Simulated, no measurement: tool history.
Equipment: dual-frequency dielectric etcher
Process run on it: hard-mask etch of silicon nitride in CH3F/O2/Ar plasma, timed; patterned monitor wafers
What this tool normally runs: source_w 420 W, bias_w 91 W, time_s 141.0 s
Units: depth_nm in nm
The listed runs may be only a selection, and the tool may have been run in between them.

run    hour  source_w  bias_w  time_s  wafers since the last listed run  hours since the last wet clean  hours since the last source power generator calibration  hours since the last bias power generator calibration  hours since the last upper electrode change  hours since the gauge calibration  read-back reference wafer on the same gauge, depth_nm  depth_nm
  1     0.0       420      91   121.5                                 0                            61.2                                                   3324.2                                                 2951.5                                       3217.4                               82.0                                                   92.1      97.4
  2    71.3       420      75   141.0                               725                           132.5                                                   3395.5                                                 3022.8                                       3288.7                              153.3                                                   92.1     105.6
  3   164.4       420      91   126.5                               947                           225.6                                                   3488.6                                                 3115.9                                       3381.8                              246.4                                                   91.9     102.0
  4   237.0       420      91   126.5                               738                           298.2                                                   3561.2                                                 3188.5                                       3454.4                              319.0                                                   91.9     102.4
  5   306.6       420      91   126.5                               708                           367.8                                                   3630.8                                                 3258.1                                       3524.0                              388.6                                                   92.0     103.0
  6   363.6       420      91   141.0                               580                           424.8                                                   3687.8                                                 3315.1                                       3581.0                              445.6                                                   92.0     115.6
      426.6  -- wet clean of the chamber
  7   427.1       420      91   141.0                               402                             0.5                                                   3751.3                                                 3378.6                                       3644.5                              509.1                                                   92.0     118.1
      490.1  -- bias power generator calibrated
  8   498.6       420      91   141.0                               687                            72.0                                                   3822.8                                                    8.5                                       3716.0                              580.6                                                   91.9     118.2
      594.6  -- upper electrode replaced
      605.8  -- wet clean of the chamber, repeated, since the last time left the tool worse
  9   606.3       420      91   141.0                               738                             0.5                                                   3930.5                                                  116.2                                         11.7                              688.3                                                   92.0     113.0
 10   660.9       390      91   163.0                               555                            55.1                                                   3985.1                                                  170.8                                         66.3                              742.9                                                   92.0     128.1
      700.2  -- gauge calibrated
      732.6  -- source power generator calibrated
 11   767.7       390     111   141.0                              1046                           161.9                                                     35.1                                                  277.6                                        173.1                               67.5                                                   92.0     119.7
 12   811.4       420     108   171.0                               444                           205.6                                                     78.8                                                  321.3                                        216.8                              111.2                                                   92.0     149.1
 13   881.7       510      82   141.0                               715                           275.9                                                    149.1                                                  391.6                                        287.1                              181.5                                                   92.0     117.9
 14   921.9       420      91   141.0                               409                           316.1                                                    189.3                                                  431.8                                        327.3                              221.7                                                   92.1     114.3
 15   967.3       420      91   141.0                               462                           361.5                                                    234.7                                                  477.2                                        372.7                              267.1                                                   91.9     116.2
 16  1017.5       490     108   127.5                               510                           411.7                                                    284.9                                                  527.4                                        422.9                              317.3                                                   91.9     117.4
 17  1069.2       420      82   174.0                               526                           463.4                                                    336.6                                                  579.1                                        474.6                              369.0                                                   92.1     137.9
     1160.7  -- wet clean of the chamber
 18  1172.0       490     105   122.0                               802                            11.3                                                    439.4                                                  681.9                                        577.4                              471.8                                                   92.0     107.7

State the hidden condition of the tool at each of the runs:
source power that arrives over what is set, %: 0 in every run
bias power that arrives over what is set, %: 0 in every run
gauge reads high (%): 0 in every run
H1: etch rate over this chamber's usual, %
run      H1
  1   0.236
  2   0.636
  3    1.16
  4    1.57
  5    1.96
  6    2.28
  7    4.61
  8    5.01
  9    0.37
 10   0.676
 11    1.28
 12    1.52
 13    1.91
 14    2.14
 15    2.39
 16    2.68
 17    2.97
 18  0.0398

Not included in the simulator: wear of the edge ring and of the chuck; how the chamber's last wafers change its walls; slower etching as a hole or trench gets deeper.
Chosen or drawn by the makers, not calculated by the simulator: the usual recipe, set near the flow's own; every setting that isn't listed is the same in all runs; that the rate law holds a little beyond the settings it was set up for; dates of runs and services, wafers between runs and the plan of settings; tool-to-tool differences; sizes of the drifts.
